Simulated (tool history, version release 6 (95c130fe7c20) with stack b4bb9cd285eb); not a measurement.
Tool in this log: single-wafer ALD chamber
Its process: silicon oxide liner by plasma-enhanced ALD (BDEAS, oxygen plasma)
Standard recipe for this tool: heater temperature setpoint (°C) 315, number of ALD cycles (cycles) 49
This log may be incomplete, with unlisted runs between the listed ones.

run,hour,heater temperature setpoint (°C),number of ALD cycles (cycles),wafers since the last listed run,hours since the last thermocouple change,hours since the gauge calibration,"read-back reference wafer on the same gauge, thickness_nm",mean film thickness on the monitor wafer (angstrom)
1,0.0,315,49,0,30.4,791.2,4.029,40.34
2,29.8,315,49,180,60.2,821.0,4.027,40.47
3,76.9,315,49,285,107.3,868.1,4.031,40.37
4,137.1,315,49,365,167.5,928.3,4.033,40.11
5,163.9,315,49,162,194.3,955.1,4.030,40.24
6,316.1,315,49,923,346.5,1107.3,4.034,40.35
7,348.9,315,49,199,379.3,1140.1,4.034,40.38
8,378.1,315,49,177,408.5,1169.3,4.030,40.47
9,436.3,315,49,353,466.7,1227.5,4.033,40.33
10,495.5,315,49,359,525.9,1286.7,4.033,40.33
11,532.4,315,49,223,562.8,1323.6,4.033,40.34
# hour 681.4: gauge calibrated
12,718.4,319,57,1128,748.8,37.0,4.031,46.71
13,857.4,319,57,843,887.8,176.0,4.032,46.72
14,927.7,319,57,426,958.1,246.3,4.025,47.12
15,988.7,315,49,370,1019.1,307.3,4.029,40.58
16,1042.3,315,49,325,1072.7,360.9,4.030,40.47
17,1104.6,315,59,378,1135.0,423.2,4.031,48.92
18,1159.3,309,43,332,1189.7,477.9,4.031,35.90
# hour 1184.2: thermocouple changed; heater temperature recalibrated
19,1208.6,315,49,250,24.4,527.2,4.024,40.27
20,1249.4,315,49,247,65.2,568.0,4.027,40.30
21,1278.1,324,54,174,93.9,596.7,4.032,43.68
22,1331.3,315,56,322,147.1,649.9,4.031,46.08
23,1396.5,308,58,395,212.3,715.1,4.032,48.22
24,1461.8,307,46,396,277.6,780.4,4.035,38.27
25,1501.4,309,44,240,317.2,820.0,4.028,36.53
26,1528.6,315,49,165,344.4,847.2,4.031,40.47
27,1566.3,301,49,228,382.1,884.9,4.029,41.23
28,1609.2,330,58,260,425.0,927.8,4.030,47.01
29,1676.8,315,49,410,492.6,995.4,4.028,40.46
30,1735.2,306,45,354,551.0,1053.8,4.027,37.67
31,1774.1,325,49,236,589.9,1092.7,4.030,40.00
32,1828.2,329,42,328,644.0,1146.8,4.030,33.90

5 options for the next run, each taken on its own from the tool as it stands now. Forecast them:
A,1828.7,315,49,3,644.5,1147.3,?,?
B,1828.7,329,56,3,644.5,1147.3,?,?
C,1828.7,323,46,3,644.5,1147.3,?,?
D,1828.7,327,55,3,644.5,1147.3,?,?
E,1828.7,300,58,3,644.5,1147.3,?,?

run,"read-back reference wafer on the same gauge, thickness_nm",mean film thickness on the monitor wafer (angstrom)
A,4.028,40.53
B,4.028,45.43
C,4.028,37.63
D,4.028,44.74
E,4.028,49.35
Stripped of hidden state, with their random variation kept, the same runs would have yielded:
run,mean film thickness on the monitor wafer (angstrom)
A,40.29
B,45.16
C,37.41
D,44.48
E,48.68

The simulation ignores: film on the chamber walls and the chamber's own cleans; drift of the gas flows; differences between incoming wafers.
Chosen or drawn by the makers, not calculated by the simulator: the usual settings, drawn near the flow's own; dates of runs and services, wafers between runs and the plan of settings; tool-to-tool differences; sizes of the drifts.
